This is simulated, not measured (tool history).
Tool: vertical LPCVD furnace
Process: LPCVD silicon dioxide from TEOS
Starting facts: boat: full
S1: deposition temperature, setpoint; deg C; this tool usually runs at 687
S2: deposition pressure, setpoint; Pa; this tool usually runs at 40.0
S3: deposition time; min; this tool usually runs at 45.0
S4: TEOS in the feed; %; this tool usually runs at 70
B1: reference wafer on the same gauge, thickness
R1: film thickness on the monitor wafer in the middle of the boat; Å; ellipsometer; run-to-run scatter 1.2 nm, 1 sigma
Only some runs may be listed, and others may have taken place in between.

| run | day | S1 | S2 | S3 | S4 | B1 | R1 |
|---|---|---|---|---|---|---|---|
| 1 | 0.000 | 687 | 40.0 | 53.5 | 70 | 260.44 | 2711.0 |
| 2 | 2.079 | 687 | 40.0 | 53.5 | 70 | 259.92 | 2748.4 |
| 3 | 6.496 | 687 | 40.0 | 45.0 | 70 | 259.43 | 2317.6 |
| 4 | 10.708 | 687 | 40.0 | 45.0 | 70 | 259.77 | 2314.6 |
| 5 | 17.088 | 690 | 40.0 | 45.0 | 70 | 260.31 | 2492.4 |
| 6 | 20.679 | 690 | 40.0 | 45.0 | 70 | 260.21 | 2497.6 |
| 7 | 24.246 | 690 | 40.0 | 45.0 | 70 | 260.10 | 2485.3 |
| 8 | 26.496 | 687 | 40.0 | 38.0 | 70 | 259.63 | 1983.3 |
|  | 27.633 | gauge calibrated |
| 9 | 30.304 | 687 | 40.0 | 38.0 | 70 | 260.43 | 1958.2 |
|  | 33.342 | pressure gauge zeroed |
|  | 34.967 | thermocouples replaced and temperature profile calibrated |
|  | 35.158 | TEOS flow controller replaced |
| 10 | 35.179 | 687 | 40.0 | 57.0 | 70 | 260.40 | 2911.6 |
| 11 | 38.275 | 687 | 45.3 | 45.0 | 70 | 260.08 | 2451.7 |

Run 12 is up next; what results do you expect?
| 12 | 40.479 | 695 | 47.3 | 59.0 | 75 | ? | ? |

{"run 12": {"B1": 259.56, "R1": 4106.0}}
Take away the tool's hidden state, keep the run-to-run variation as it was, and the same run would have given R1 4092.5 Å.

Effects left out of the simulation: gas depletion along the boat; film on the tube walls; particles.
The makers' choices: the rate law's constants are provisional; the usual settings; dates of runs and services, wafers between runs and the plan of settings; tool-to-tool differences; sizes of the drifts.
